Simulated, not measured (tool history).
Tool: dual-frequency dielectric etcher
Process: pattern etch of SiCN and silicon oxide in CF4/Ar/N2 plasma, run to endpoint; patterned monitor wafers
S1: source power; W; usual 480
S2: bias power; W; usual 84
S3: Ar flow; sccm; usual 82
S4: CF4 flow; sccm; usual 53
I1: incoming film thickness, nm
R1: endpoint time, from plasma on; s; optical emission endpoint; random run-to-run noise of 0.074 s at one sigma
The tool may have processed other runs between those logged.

run,day,S1,S2,S3,S4,I1,R1
1,0.000,480,84,82,53,16.39,16.8
2,3.604,430,84,82,53,16.49,18.5
3,5.696,430,84,82,53,16.44,18.6
4,7.467,480,80,82,53,16.30,17.2
5,10.575,480,80,82,53,16.39,17.3
6,14.325,480,84,82,53,16.47,16.9
7,16.117,480,84,82,53,16.43,16.7
8,21.958,480,84,82,53,16.48,16.9
9,23.625,570,73,88,63,16.48,15.6
10,35.408,480,84,82,53,16.35,17.1
11,38.367,430,84,82,56,16.20,18.4
12,42.246,590,84,91,53,16.49,14.9
13,45.438,480,76,82,53,16.47,18.2
14,49.529,480,102,82,64,16.52,15.3

Missing from the log above: 8 entries noted between runs. For each, name the pair of listed runs it sits between and say how the tool's hidden condition differs from the listed run just before to the listed run just after:
Logged between run 5 and run 6: wet clean of the chamber (day 11.875)
  etch rate over this chamber's usual, %: -1.47 -> -0.176; source power that arrives over what is set, %: 3.48 -> 3.82
  difference, measured minus the result without the unlogged condition, R1: -0.2 -> -0.5 s
Logged between run 7 and run 8: upper electrode replaced (day 20.933)
  etch rate over this chamber's usual, %: -0.404 -> -1.15; source power that arrives over what is set, %: 3.99 -> 4.56
  difference, measured minus the result without the unlogged condition, R1: -0.5 -> -0.5 s
Logged between run 9 and run 10: CF4 flow controller replaced (day 24.317); Ar flow controller replaced (day 26.588); source power generator calibrated (day 27.188); wet clean of the chamber (day 28.067); bias power generator calibrated (day 32.979)
  etch rate over this chamber's usual, %: -1.36 -> -0.864; source power that arrives over what is set, %: 4.73 -> 0.324
  difference, measured minus the result without the unlogged condition, R1: -0.4 -> +0.1 s
Logged between run 11 and run 12: wet clean of the chamber (day 41.692)
  etch rate over this chamber's usual, %: -1.24 -> -0.179; source power that arrives over what is set, %: 0.359 -> 0.422
  difference, measured minus the result without the unlogged condition, R1: +0.2 -> +0.0 s
